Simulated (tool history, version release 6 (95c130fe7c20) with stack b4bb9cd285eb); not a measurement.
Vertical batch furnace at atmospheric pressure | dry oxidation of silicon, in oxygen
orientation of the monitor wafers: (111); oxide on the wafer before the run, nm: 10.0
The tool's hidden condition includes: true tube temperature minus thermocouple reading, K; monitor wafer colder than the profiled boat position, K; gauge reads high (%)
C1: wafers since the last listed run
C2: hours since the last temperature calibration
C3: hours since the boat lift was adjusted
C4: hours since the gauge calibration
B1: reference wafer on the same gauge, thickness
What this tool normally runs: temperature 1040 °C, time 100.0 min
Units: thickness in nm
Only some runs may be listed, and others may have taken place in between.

run 1 hour=0.0 | temperature=1040 time=133.0 | C1=0 C2=2221.8 C3=5459.6 C4=4.2 | B1=133.02 | thickness=143.19
run 2 hour=11.7 | temperature=1040 time=100.0 | C1=189 C2=2233.5 C3=5471.3 C4=15.9 | B1=133.02 | thickness=120.34
run 3 hour=19.6 | temperature=1040 time=100.0 | C1=127 C2=2241.4 C3=5479.2 C4=23.8 | B1=133.00 | thickness=120.25
run 4 hour=37.4 | temperature=1049 time=100.0 | C1=288 C2=2259.2 C3=5497.0 C4=41.6 | B1=133.02 | thickness=126.30
run 5 hour=54.9 | temperature=1049 time=100.0 | C1=283 C2=2276.7 C3=5514.5 C4=59.1 | B1=133.01 | thickness=126.49
run 6 hour=61.4 | temperature=1049 time=100.0 | C1=105 C2=2283.2 C3=5521.0 C4=65.6 | B1=132.98 | thickness=126.54
run 7 hour=78.3 | temperature=1040 time=100.0 | C1=273 C2=2300.1 C3=5537.9 C4=82.5 | B1=133.00 | thickness=120.50
run 8 hour=86.3 | temperature=1040 time=100.0 | C1=129 C2=2308.1 C3=5545.9 C4=90.5 | B1=132.98 | thickness=120.35
run 9 hour=104.5 | temperature=1040 time=100.0 | C1=294 C2=2326.3 C3=5564.1 C4=108.7 | B1=132.96 | thickness=120.47
run 10 hour=123.0 | temperature=1040 time=100.0 | C1=299 C2=2344.8 C3=5582.6 C4=127.2 | B1=133.02 | thickness=120.36
-- hour=149.7 thermocouples replaced and temperature profile calibrated
run 11 hour=150.2 | temperature=1040 time=100.0 | C1=51 C2=0.5 C3=5609.8 C4=154.4 | B1=132.99 | thickness=120.50
run 12 hour=155.9 | temperature=1040 time=100.0 | C1=92 C2=6.2 C3=5615.5 C4=160.1 | B1=132.95 | thickness=120.56
run 13 hour=172.0 | temperature=1040 time=100.0 | C1=260 C2=22.3 C3=5631.6 C4=176.2 | B1=133.02 | thickness=119.91
run 14 hour=188.9 | temperature=1040 time=100.0 | C1=273 C2=39.2 C3=5648.5 C4=193.1 | B1=132.99 | thickness=120.40
run 15 hour=201.9 | temperature=1040 time=100.0 | C1=210 C2=52.2 C3=5661.5 C4=206.1 | B1=133.01 | thickness=120.28
run 16 hour=210.1 | temperature=1040 time=100.0 | C1=132 C2=60.4 C3=5669.7 C4=214.3 | B1=133.00 | thickness=120.42
run 17 hour=227.6 | temperature=1018 time=117.5 | C1=283 C2=77.9 C3=5687.2 C4=231.8 | B1=133.01 | thickness=116.78
run 18 hour=240.5 | temperature=1040 time=100.0 | C1=208 C2=90.8 C3=5700.1 C4=244.7 | B1=133.01 | thickness=120.79
run 19 hour=250.4 | temperature=1022 time=131.5 | C1=160 C2=100.7 C3=5710.0 C4=254.6 | B1=132.96 | thickness=128.19
run 20 hour=257.2 | temperature=1040 time=126.0 | C1=110 C2=107.5 C3=5716.8 C4=261.4 | B1=132.99 | thickness=138.47

Run 21 has not been measured yet. What should we expect?
run 21 hour=273.8 | temperature=1016 time=66.0 | C1=268 C2=124.1 C3=5733.4 C4=278.0 | B1=? | thickness=?

B1: 133.01
thickness: 80.71 nm
Had the tool carried no hidden state, the very same run would have given thickness 80.71 nm.
